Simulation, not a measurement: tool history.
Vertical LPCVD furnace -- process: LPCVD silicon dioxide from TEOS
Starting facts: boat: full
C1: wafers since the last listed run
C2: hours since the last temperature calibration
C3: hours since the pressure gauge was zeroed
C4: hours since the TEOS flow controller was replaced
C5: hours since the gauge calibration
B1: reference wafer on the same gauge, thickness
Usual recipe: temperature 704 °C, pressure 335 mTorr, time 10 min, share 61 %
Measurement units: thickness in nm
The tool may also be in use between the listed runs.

run 1 hour=0 | temperature=704 pressure=335 time=10 share=61 | C1=0 C2=1153.7 C3=2221.9 C4=6815.7 C5=616.5 | B1=93.41 | thickness=88.75
run 2 hour=57.1 | temperature=704 pressure=335 time=10 share=61 | C1=1199 C2=1210.8 C3=2279 C4=6872.8 C5=673.6 | B1=93.46 | thickness=89.38
run 3 hour=118.9 | temperature=704 pressure=335 time=10 share=61 | C1=1298 C2=1272.6 C3=2340.8 C4=6934.6 C5=735.4 | B1=93.33 | thickness=89.47
run 4 hour=182.3 | temperature=704 pressure=335 time=10 share=61 | C1=1331 C2=1336 C3=2404.2 C4=6998 C5=798.8 | B1=93.45 | thickness=89.36
run 5 hour=227.2 | temperature=704 pressure=335 time=10 share=61 | C1=943 C2=1380.9 C3=2449.1 C4=7042.9 C5=843.7 | B1=93.44 | thickness=89.01
run 6 hour=269.3 | temperature=704 pressure=335 time=10 share=61 | C1=884 C2=1423 C3=2491.2 C4=7085 C5=885.8 | B1=93.28 | thickness=89.84
-- hour=333.6 TEOS flow controller replaced
run 7 hour=334.1 | temperature=704 pressure=335 time=10 share=61 | C1=856 C2=1487.8 C3=2556 C4=0.5 C5=950.6 | B1=93.57 | thickness=89.72
run 8 hour=361 | temperature=704 pressure=335 time=10 share=61 | C1=564 C2=1514.7 C3=2582.9 C4=27.4 C5=977.5 | B1=93.44 | thickness=90
run 9 hour=388.6 | temperature=704 pressure=335 time=10 share=61 | C1=579 C2=1542.3 C3=2610.5 C4=55 C5=1005.1 | B1=93.23 | thickness=90.44
run 10 hour=459.4 | temperature=704 pressure=335 time=10 share=61 | C1=1487 C2=1613.1 C3=2681.3 C4=125.8 C5=1075.9 | B1=93.55 | thickness=90.94
run 11 hour=529.1 | temperature=704 pressure=335 time=10 share=61 | C1=1463 C2=1682.8 C3=2751 C4=195.5 C5=1145.6 | B1=93.43 | thickness=89.28
run 12 hour=563.6 | temperature=704 pressure=335 time=10 share=68 | C1=724 C2=1717.3 C3=2785.5 C4=230 C5=1180.1 | B1=93.26 | thickness=94.5
run 13 hour=615 | temperature=704 pressure=335 time=10 share=68 | C1=1079 C2=1768.7 C3=2836.9 C4=281.4 C5=1231.5 | B1=93.32 | thickness=94.3
-- hour=665.1 gauge calibrated
run 14 hour=685.3 | temperature=704 pressure=335 time=12.5 share=56 | C1=1476 C2=1839 C3=2907.2 C4=351.7 C5=20.2 | B1=93.31 | thickness=107.51
-- hour=718.4 pressure gauge zeroed
run 15 hour=751 | temperature=704 pressure=335 time=12 share=58 | C1=875 C2=1904.7 C3=32.6 C4=417.4 C5=85.9 | B1=93.51 | thickness=104.72
run 16 hour=813.1 | temperature=699 pressure=370 time=10 share=50 | C1=1304 C2=1966.8 C3=94.7 C4=479.5 C5=148 | B1=93.48 | thickness=76.81
-- hour=854.5 thermocouples replaced and temperature profile calibrated
run 17 hour=855 | temperature=713 pressure=390 time=12.5 share=53 | C1=375 C2=0.5 C3=136.6 C4=521.4 C5=189.9 | B1=93.49 | thickness=129.98
run 18 hour=881.3 | temperature=694 pressure=335 time=12 share=69 | C1=552 C2=26.8 C3=162.9 C4=547.7 C5=216.2 | B1=93.4 | thickness=85.57
run 19 hour=910.3 | temperature=704 pressure=335 time=10 share=61 | C1=609 C2=55.8 C3=191.9 C4=576.7 C5=245.2 | B1=93.38 | thickness=84.24
run 20 hour=974 | temperature=704 pressure=335 time=10 share=51 | C1=1337 C2=119.5 C3=255.6 C4=640.4 C5=308.9 | B1=93.36 | thickness=77.26
run 21 hour=1035.8 | temperature=704 pressure=335 time=10 share=61 | C1=1298 C2=181.3 C3=317.4 C4=702.2 C5=370.7 | B1=93.56 | thickness=85.23
run 22 hour=1076.8 | temperature=704 pressure=335 time=11.5 share=61 | C1=861 C2=222.3 C3=358.4 C4=743.2 C5=411.7 | B1=93.47 | thickness=98.74
run 23 hour=1101.3 | temperature=704 pressure=335 time=10 share=61 | C1=514 C2=246.8 C3=382.9 C4=767.7 C5=436.2 | B1=93.49 | thickness=85.88
run 24 hour=1144.6 | temperature=704 pressure=410 time=10 share=61 | C1=909 C2=290.1 C3=426.2 C4=811 C5=479.5 | B1=93.3 | thickness=94.58
run 25 hour=1188 | temperature=704 pressure=255 time=12 share=69 | C1=911 C2=333.5 C3=469.6 C4=854.4 C5=522.9 | B1=93.59 | thickness=95.76
run 26 hour=1226.6 | temperature=708 pressure=335 time=10 share=53 | C1=810 C2=372.1 C3=508.2 C4=893 C5=561.5 | B1=93.59 | thickness=89.04
run 27 hour=1261.2 | temperature=704 pressure=335 time=10 share=61 | C1=726 C2=406.7 C3=542.8 C4=927.6 C5=596.1 | B1=93.56 | thickness=86.98
run 28 hour=1332.4 | temperature=711 pressure=275 time=7.5 share=61 | C1=1495 C2=477.9 C3=614 C4=998.8 C5=667.3 | B1=93.18 | thickness=69.66
run 29 hour=1390.9 | temperature=697 pressure=335 time=10 share=53 | C1=1228 C2=536.4 C3=672.5 C4=1057.3 C5=725.8 | B1=93.35 | thickness=69.35
run 30 hour=1435.3 | temperature=696 pressure=390 time=10 share=50 | C1=932 C2=580.8 C3=716.9 C4=1101.7 C5=770.2 | B1=93.35 | thickness=70.47

Hidden state or all else? Some run-to-run changes of thickness, split into what the settings, what came in and random variation would give without the hidden state, and what is left for the hidden state (with any gauge scatter that isn't in both results):
Hidden conditions of the tool in this case: true tube temperature minus thermocouple reading, K; true pressure minus gauge reading, mTorr; deviation of the TEOS flow from its setpoint, %; gauge reads high (%).
Run 13 -> 14: time 10 -> 12.5, share 68 -> 56, gauge calibrated. thickness +13.21 nm: hidden state +0.92, all else +12.29.
Run 15 -> 16: temperature 704 -> 699, pressure 335 -> 370, time 12 -> 10, share 58 -> 50. thickness -27.91 nm: hidden state -1.79, all else -26.12.
Run 16 -> 17: temperature 699 -> 713, pressure 370 -> 390, time 10 -> 12.5, share 50 -> 53, thermocouples replaced and temperature profile calibrated. thickness +53.17 nm: hidden state -4.85, all else +58.02.
Run 17 -> 18: temperature 713 -> 694, pressure 390 -> 335, time 12.5 -> 12, share 53 -> 69. thickness -44.41 nm: hidden state +0.09, all else -44.5.

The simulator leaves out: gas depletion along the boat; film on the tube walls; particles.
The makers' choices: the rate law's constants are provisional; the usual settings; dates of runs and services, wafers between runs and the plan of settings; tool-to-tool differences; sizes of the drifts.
